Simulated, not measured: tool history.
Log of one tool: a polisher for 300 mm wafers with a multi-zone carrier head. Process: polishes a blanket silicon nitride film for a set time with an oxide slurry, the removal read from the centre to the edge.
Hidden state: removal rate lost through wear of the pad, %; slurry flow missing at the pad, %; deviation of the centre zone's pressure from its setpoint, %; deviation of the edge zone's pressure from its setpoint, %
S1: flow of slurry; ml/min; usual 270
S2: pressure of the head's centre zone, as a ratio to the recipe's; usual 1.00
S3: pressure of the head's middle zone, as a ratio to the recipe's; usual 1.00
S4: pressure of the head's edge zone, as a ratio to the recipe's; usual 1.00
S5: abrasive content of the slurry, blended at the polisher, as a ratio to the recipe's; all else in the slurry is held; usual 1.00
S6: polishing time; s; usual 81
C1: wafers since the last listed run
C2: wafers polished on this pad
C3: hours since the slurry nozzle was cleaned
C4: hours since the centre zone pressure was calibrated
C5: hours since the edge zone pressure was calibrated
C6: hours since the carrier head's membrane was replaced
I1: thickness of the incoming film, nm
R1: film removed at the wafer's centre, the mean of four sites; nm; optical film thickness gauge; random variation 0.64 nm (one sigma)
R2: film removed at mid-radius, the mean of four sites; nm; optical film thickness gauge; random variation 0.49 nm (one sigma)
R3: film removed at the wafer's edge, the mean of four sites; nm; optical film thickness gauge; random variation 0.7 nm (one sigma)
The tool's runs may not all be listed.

run	hour	S1	S2	S3	S4	S5	S6	C1	C2	C3	C4	C5	C6	I1	R1	R2	R3
1	0.0	270	1.00	1.00	1.00	1.00	81	0	151	607.3	1212.6	348.7	2.1	595.9	74.6	73.4	72.2
2	12.5	270	1.00	1.00	1.00	1.00	81	112	263	619.8	1225.1	361.2	14.6	598.3	74.4	73.1	73.0
# hour 16.4: slurry nozzle cleaned
# hour 41.4: centre zone pressure recalibrated
# hour 43.2: edge zone pressure recalibrated
3	43.7	270	1.00	1.00	1.00	1.00	81	236	500	27.3	2.3	0.5	45.8	609.9	73.9	71.8	71.2
4	119.3	270	1.00	1.00	1.00	1.00	66	677	1178	102.9	77.9	76.1	121.4	601.6	55.6	55.4	55.7
# hour 145.3: worn pad replaced by a new one
5	151.0	270	1.00	1.00	1.00	1.00	66	248	50	134.6	109.6	107.8	153.1	602.8	60.4	60.2	60.0
6	170.0	270	1.00	1.00	1.00	1.00	81	170	221	153.6	128.6	126.8	172.1	598.5	76.8	73.9	72.9
7	186.1	360	1.00	1.12	0.96	1.20	81	144	365	169.7	144.7	142.9	188.2	597.0	83.1	90.0	79.4
8	219.4	270	0.96	1.00	0.92	1.10	81	298	663	203.0	178.0	176.2	221.5	609.4	74.5	75.3	73.5
9	275.1	270	1.00	0.91	1.00	1.00	99	499	1163	258.7	233.7	231.9	277.2	595.8	86.4	77.9	85.6
# hour 289.3: worn pad replaced by a new one
10	296.1	205	1.00	0.89	1.05	0.85	81	152	60	279.7	254.7	252.9	298.2	596.8	67.5	60.3	69.0
11	328.8	270	1.00	1.00	0.94	0.90	104	293	353	312.4	287.4	285.6	330.9	593.4	91.7	90.1	86.6
12	343.8	270	1.00	1.08	1.12	0.90	81	134	488	327.4	302.4	300.6	345.9	599.2	70.7	73.7	71.7
13	370.0	355	1.00	0.92	1.03	0.85	81	234	723	353.6	328.6	326.8	372.1	590.6	70.5	64.3	67.8
14	386.4	270	1.00	1.00	1.00	1.00	81	147	870	370.0	345.0	343.2	388.5	603.0	72.6	70.2	70.7

The next listed run, before its measurement:
15	410.8	205	1.00	0.89	1.05	0.85	81	218	1088	394.4	369.4	367.6	412.9	611.3	?	?	?

{"run 15": {"R1": 64.3, "R2": 57.2, "R3": 64.7}}
Without the tool's hidden state the same run would have given R1 68.5 nm, R2 60.9 nm, R3 68.9 nm.
